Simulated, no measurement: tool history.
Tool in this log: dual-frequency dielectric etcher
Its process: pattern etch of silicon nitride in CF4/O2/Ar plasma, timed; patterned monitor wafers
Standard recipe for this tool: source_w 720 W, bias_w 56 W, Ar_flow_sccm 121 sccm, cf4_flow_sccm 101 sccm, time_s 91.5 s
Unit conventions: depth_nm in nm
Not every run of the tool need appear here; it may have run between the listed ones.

| run | day | source_w | bias_w | Ar_flow_sccm | cf4_flow_sccm | time_s | read-back reference wafer on the same gauge, depth_nm | depth_nm |
|---|---|---|---|---|---|---|---|---|
| 1 | 0 | 720 | 49 | 121 | 101 | 91.5 | 248 | 210.3 |
|  | 0.496 | gauge calibrated |
| 2 | 0.933 | 720 | 56 | 112 | 101 | 91.5 | 247.9 | 222.8 |
| 3 | 1.625 | 720 | 56 | 121 | 101 | 91.5 | 247.9 | 220.5 |
|  | 3.262 | CF4 flow controller replaced |
|  | 3.825 | wet clean of the chamber |
| 4 | 3.846 | 720 | 56 | 121 | 87 | 91.5 | 248 | 213.1 |
| 5 | 3.942 | 720 | 56 | 121 | 93 | 91.5 | 248 | 215.1 |
| 6 | 4.779 | 720 | 56 | 132 | 115 | 77.5 | 248 | 186.3 |
|  | 6.658 | upper electrode replaced |
| 7 | 6.679 | 720 | 56 | 121 | 101 | 91.5 | 248.1 | 218.3 |
| 8 | 6.883 | 550 | 50 | 121 | 101 | 91.5 | 248.2 | 175.8 |
| 9 | 7.925 | 770 | 56 | 121 | 95 | 112 | 248 | 278.6 |
| 10 | 8.696 | 720 | 56 | 105 | 101 | 91.5 | 248 | 221.5 |
| 11 | 9.479 | 620 | 50 | 142 | 101 | 91.5 | 247.9 | 187 |
| 12 | 12.158 | 720 | 56 | 121 | 101 | 91.5 | 248.2 | 219.6 |
| 13 | 12.808 | 580 | 64 | 121 | 125 | 91.5 | 248 | 205.3 |
| 14 | 13.746 | 720 | 56 | 121 | 101 | 91.5 | 248.1 | 220.1 |
| 15 | 15.183 | 720 | 63 | 135 | 111 | 91.5 | 247.9 | 230.7 |
| 16 | 16.617 | 720 | 56 | 121 | 101 | 91.5 | 248 | 220.3 |
| 17 | 17.346 | 720 | 56 | 121 | 101 | 91.5 | 248.1 | 220.4 |
| 18 | 18.517 | 790 | 56 | 148 | 101 | 91.5 | 247.9 | 230.3 |
| 19 | 19.5 | 720 | 52 | 121 | 101 | 65 | 248.1 | 152.7 |
| 20 | 20.221 | 720 | 56 | 121 | 101 | 91.5 | 247.9 | 221.1 |

Predict each of these 5 candidate next runs independently; none follows another, all start after run 20:
| A | 20.238 | 570 | 56 | 121 | 101 | 91.5 | ? | ? |
| B | 20.238 | 720 | 56 | 121 | 91 | 72.5 | ? | ? |
| C | 20.238 | 720 | 47 | 103 | 101 | 91.5 | ? | ? |
| D | 20.238 | 650 | 51 | 121 | 83 | 108.5 | ? | ? |
| E | 20.238 | 560 | 56 | 121 | 101 | 91.5 | ? | ? |

| run | read-back reference wafer on the same gauge, depth_nm | depth_nm |
|---|---|---|
| A | 248 | 189.9 |
| B | 248 | 173.3 |
| C | 248 | 211 |
| D | 248 | 231.1 |
| E | 248 | 187.7 |
Without the tool's unlogged condition, the same runs would have read:
| run | depth_nm |
|---|---|
| A | 186.8 |
| B | 170.5 |
| C | 207.5 |
| D | 227.3 |
| E | 184.7 |
